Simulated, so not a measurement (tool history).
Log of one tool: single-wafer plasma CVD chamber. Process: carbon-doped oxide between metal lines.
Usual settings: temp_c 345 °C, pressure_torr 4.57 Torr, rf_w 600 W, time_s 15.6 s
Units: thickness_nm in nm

run	hour	temp_c	pressure_torr	rf_w	time_s	read-back reference wafer on the same gauge, thickness_nm	thickness_nm
1	0	345	4.57	600	15.6	105.352	88.584
2	49.2	345	4.57	600	15.6	105.553	87.894
3	110.7	345	4.57	600	15.6	105.735	88.36
4	169.7	345	4.57	565	15.6	106.034	84.972
5	218.5	334	4.57	555	15.6	106.244	86.585
6	284.9	334	4.57	555	15.6	106.652	86.817
7	339.7	334	4.57	555	15.6	107.132	87.523
8	372.6	345	4.57	600	15.6	107.377	89.512
# hour 402.4: showerhead replaced
9	422.9	345	4.57	600	15.6	107.736	90.507
# hour 441.2: gauge calibrated
10	481.2	338	4.21	600	15.6	105.219	88.666
11	521.4	345	4.57	535	14.8	105.387	76.647
# hour 530.2: thermocouple changed; heater temperature recalibrated
12	563.1	337	4.57	705	17.8	105.236	114.693
13	623.3	345	4.57	535	14.8	105.557	76.66
14	687.2	345	4.57	550	18	105.621	95.784
15	731.9	340	4.08	525	15.6	105.798	79.765
# hour 804.1: capacitance manometer re-zeroed and calibrated
# hour 826.9: RF generator calibrated
16	861.3	345	4.57	550	15.6	106.495	83.705
17	921.7	345	4.57	600	15.6	106.708	88.923
18	953.3	345	3.8	695	15.6	107.055	96.557
19	1012.1	334	3.96	540	15.6	107.297	83.874
20	1072.9	345	4.57	600	15.6	107.677	90.168

Forecast each of these 3 alternatives for the next run:
A	1073.3	345	4.57	600	15.6	?	?
B	1073.3	345	3.84	600	15.6	?	?
C	1073.3	345	4.57	600	12.6	?	?

run	read-back reference wafer on the same gauge, thickness_nm	thickness_nm
A	107.864	90.009
B	107.864	87.873
C	107.864	72.964
Without the tool's hidden state the same runs would have given:
run	thickness_nm
A	87.482
B	85.405
C	70.915

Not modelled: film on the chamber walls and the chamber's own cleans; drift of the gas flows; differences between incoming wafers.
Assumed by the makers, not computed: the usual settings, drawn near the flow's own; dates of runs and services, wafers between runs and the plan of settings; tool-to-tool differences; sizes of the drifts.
